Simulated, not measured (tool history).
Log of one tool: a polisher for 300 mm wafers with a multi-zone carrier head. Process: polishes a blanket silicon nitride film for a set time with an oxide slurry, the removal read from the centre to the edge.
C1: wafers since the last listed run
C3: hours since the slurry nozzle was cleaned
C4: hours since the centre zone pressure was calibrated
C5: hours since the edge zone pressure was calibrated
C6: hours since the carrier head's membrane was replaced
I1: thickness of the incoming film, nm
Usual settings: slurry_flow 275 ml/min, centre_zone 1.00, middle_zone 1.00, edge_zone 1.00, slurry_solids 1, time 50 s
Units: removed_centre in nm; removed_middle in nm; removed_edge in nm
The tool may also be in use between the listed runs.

run 1 hour=0.0 | slurry_flow=275 centre_zone=1.00 middle_zone=1.00 edge_zone=1.00 slurry_solids=1 time=50 | C1=0 wafers_polished_on_this_pad=1544 C3=34.4 C4=352.0 C5=39.9 C6=0.5 | I1=412.9 | removed_centre=38.1 removed_middle=37.0 removed_edge=39.0
-- hour=5.4 worn pad replaced by a new one
run 2 hour=5.9 | slurry_flow=275 centre_zone=1.00 middle_zone=1.00 edge_zone=1.00 slurry_solids=1 time=50 | C1=14 wafers_polished_on_this_pad=3 C3=40.3 C4=357.9 C5=45.8 C6=6.4 | I1=411.1 | removed_centre=38.5 removed_middle=37.0 removed_edge=38.1
run 3 hour=20.6 | slurry_flow=275 centre_zone=1.00 middle_zone=1.00 edge_zone=0.97 slurry_solids=1 time=50 | C1=110 wafers_polished_on_this_pad=114 C3=55.0 C4=372.6 C5=60.5 C6=21.1 | I1=414.7 | removed_centre=37.9 removed_middle=36.8 removed_edge=37.9
-- hour=29.9 centre zone pressure recalibrated
run 4 hour=57.0 | slurry_flow=275 centre_zone=1.00 middle_zone=1.00 edge_zone=0.97 slurry_solids=1 time=50 | C1=258 wafers_polished_on_this_pad=373 C3=91.4 C4=27.1 C5=96.9 C6=57.5 | I1=411.6 | removed_centre=37.2 removed_middle=36.4 removed_edge=39.1
run 5 hour=72.0 | slurry_flow=275 centre_zone=1.00 middle_zone=1.00 edge_zone=0.97 slurry_solids=1 time=50 | C1=112 wafers_polished_on_this_pad=486 C3=106.4 C4=42.1 C5=111.9 C6=72.5 | I1=406.0 | removed_centre=37.8 removed_middle=36.2 removed_edge=37.3
run 6 hour=81.7 | slurry_flow=275 centre_zone=1.00 middle_zone=1.00 edge_zone=1.00 slurry_solids=1 time=50 | C1=72 wafers_polished_on_this_pad=559 C3=116.1 C4=51.8 C5=121.6 C6=82.2 | I1=405.5 | removed_centre=37.8 removed_middle=36.7 removed_edge=38.6
run 7 hour=87.7 | slurry_flow=275 centre_zone=1.00 middle_zone=1.00 edge_zone=1.00 slurry_solids=1 time=50 | C1=45 wafers_polished_on_this_pad=604 C3=122.1 C4=57.8 C5=127.6 C6=88.2 | I1=414.7 | removed_centre=37.9 removed_middle=36.1 removed_edge=37.7
run 8 hour=105.1 | slurry_flow=275 centre_zone=1.00 middle_zone=1.00 edge_zone=1.00 slurry_solids=1 time=50 | C1=130 wafers_polished_on_this_pad=735 C3=139.5 C4=75.2 C5=145.0 C6=105.6 | I1=407.0 | removed_centre=37.5 removed_middle=36.3 removed_edge=38.2
run 9 hour=115.8 | slurry_flow=275 centre_zone=0.89 middle_zone=1.00 edge_zone=1.00 slurry_solids=1 time=34 | C1=80 wafers_polished_on_this_pad=815 C3=150.2 C4=85.9 C5=155.7 C6=116.3 | I1=410.1 | removed_centre=22.0 removed_middle=24.6 removed_edge=26.2
run 10 hour=124.7 | slurry_flow=220 centre_zone=1.00 middle_zone=0.91 edge_zone=1.00 slurry_solids=1 time=59 | C1=66 wafers_polished_on_this_pad=882 C3=159.1 C4=94.8 C5=164.6 C6=125.2 | I1=401.8 | removed_centre=42.6 removed_middle=37.8 removed_edge=43.4
run 11 hour=137.8 | slurry_flow=275 centre_zone=1.00 middle_zone=1.00 edge_zone=1.00 slurry_solids=1 time=50 | C1=98 wafers_polished_on_this_pad=981 C3=172.2 C4=107.9 C5=177.7 C6=138.3 | I1=416.1 | removed_centre=38.1 removed_middle=36.1 removed_edge=38.1
run 12 hour=146.5 | slurry_flow=325 centre_zone=1.00 middle_zone=1.08 edge_zone=0.88 slurry_solids=1 time=64 | C1=65 wafers_polished_on_this_pad=1046 C3=180.9 C4=116.6 C5=186.4 C6=147.0 | I1=414.0 | removed_centre=48.6 removed_middle=50.3 removed_edge=47.0
run 13 hour=155.9 | slurry_flow=275 centre_zone=0.94 middle_zone=1.00 edge_zone=1.00 slurry_solids=1 time=50 | C1=70 wafers_polished_on_this_pad=1117 C3=190.3 C4=126.0 C5=195.8 C6=156.4 | I1=416.2 | removed_centre=35.3 removed_middle=36.3 removed_edge=37.4
run 14 hour=165.7 | slurry_flow=310 centre_zone=1.11 middle_zone=1.00 edge_zone=1.00 slurry_solids=1 time=50 | C1=73 wafers_polished_on_this_pad=1190 C3=200.1 C4=135.8 C5=205.6 C6=166.2 | I1=416.5 | removed_centre=42.7 removed_middle=37.2 removed_edge=38.3
run 15 hour=173.1 | slurry_flow=275 centre_zone=1.00 middle_zone=1.00 edge_zone=1.00 slurry_solids=1 time=50 | C1=55 wafers_polished_on_this_pad=1246 C3=207.5 C4=143.2 C5=213.0 C6=173.6 | I1=417.8 | removed_centre=37.1 removed_middle=36.1 removed_edge=37.2

The next listed run, before its measurement:
run 16 hour=190.2 | slurry_flow=275 centre_zone=1.00 middle_zone=1.00 edge_zone=1.00 slurry_solids=1 time=50 | C1=128 wafers_polished_on_this_pad=1375 C3=224.6 C4=160.3 C5=230.1 C6=190.7 | I1=407.5 | removed_centre=? removed_middle=? removed_edge=?

removed_centre: 37.0 nm
removed_middle: 35.9 nm
removed_edge: 37.6 nm
Without the tool's hidden state the same run would have given removed_centre 38.5 nm, removed_middle 37.2 nm, removed_edge 38.6 nm.

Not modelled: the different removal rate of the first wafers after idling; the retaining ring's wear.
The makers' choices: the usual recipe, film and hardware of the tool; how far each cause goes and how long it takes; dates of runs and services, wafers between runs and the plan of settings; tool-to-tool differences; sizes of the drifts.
